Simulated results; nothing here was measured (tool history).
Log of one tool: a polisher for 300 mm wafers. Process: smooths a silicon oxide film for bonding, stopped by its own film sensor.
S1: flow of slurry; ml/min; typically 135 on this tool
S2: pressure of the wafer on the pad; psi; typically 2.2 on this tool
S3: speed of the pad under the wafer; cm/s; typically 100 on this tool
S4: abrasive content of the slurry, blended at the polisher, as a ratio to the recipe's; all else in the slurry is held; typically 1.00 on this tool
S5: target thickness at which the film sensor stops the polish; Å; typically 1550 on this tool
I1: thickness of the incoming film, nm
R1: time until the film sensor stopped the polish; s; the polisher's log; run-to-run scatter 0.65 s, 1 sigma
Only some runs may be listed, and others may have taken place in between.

run	hour	S1	S2	S3	S4	S5	I1	R1
1	0.0	135	1.6	100	1.00	1550	188.3	50.3
# hour 2.4: head pressure recalibrated
# hour 19.9: slurry nozzle cleaned
2	26.4	135	2.2	100	1.00	1590	187.6	34.9
3	46.1	135	2.2	100	1.00	1590	191.5	39.0
4	68.4	135	2.2	100	1.00	1590	188.6	36.7
# hour 88.6: slurry blender recalibrated
5	93.7	160	2.2	100	1.20	1550	189.6	38.9
6	112.2	135	2.2	122	1.00	1550	193.2	40.5
7	134.0	135	2.7	100	1.10	1550	192.1	36.4
8	162.7	135	2.2	100	1.15	1550	191.7	42.5
# hour 177.2: worn pad replaced by a new one
9	185.4	135	2.9	100	1.00	1550	191.6	35.3
# hour 188.6: head pressure recalibrated, repeated, since the last time left the tool worse
10	213.2	135	2.2	100	1.00	1550	192.8	41.6
11	233.5	135	2.2	100	1.00	1550	190.4	38.4
12	274.0	135	2.2	100	1.00	1550	191.0	39.8
13	296.6	135	1.8	100	1.00	1550	187.5	42.1
14	330.7	135	2.2	122	0.70	1550	189.8	38.8
# hour 345.4: slurry nozzle cleaned
15	361.9	135	1.6	110	1.00	1510	189.4	53.1
16	374.6	170	2.2	100	0.85	1550	189.8	40.1
# hour 389.6: slurry blender recalibrated
17	395.7	120	2.2	100	1.20	1550	189.7	36.3
# hour 400.7: worn pad replaced by a new one
18	422.5	135	2.2	122	1.00	1550	190.2	33.6
19	436.6	135	2.2	100	1.00	1590	187.3	31.1
20	463.7	110	2.9	100	1.00	1550	190.2	31.5
21	482.1	135	2.2	74	1.00	1550	189.3	49.2
22	496.1	155	2.2	100	0.85	1550	187.1	39.3
23	518.0	115	2.2	84	0.75	1660	188.4	34.6
24	535.1	135	1.6	122	1.00	1550	190.4	47.9
25	562.4	90	2.2	100	0.75	1550	188.2	48.6
26	584.4	135	2.2	100	1.00	1550	186.2	35.4

Run 27 is up next; what results do you expect?
# hour 614.6: worn pad replaced by a new one
27	615.1	115	2.2	84	0.75	1660	189.4	?

R1: 37.1 s
Without the tool's hidden state the same run would have given R1 34.8 s.
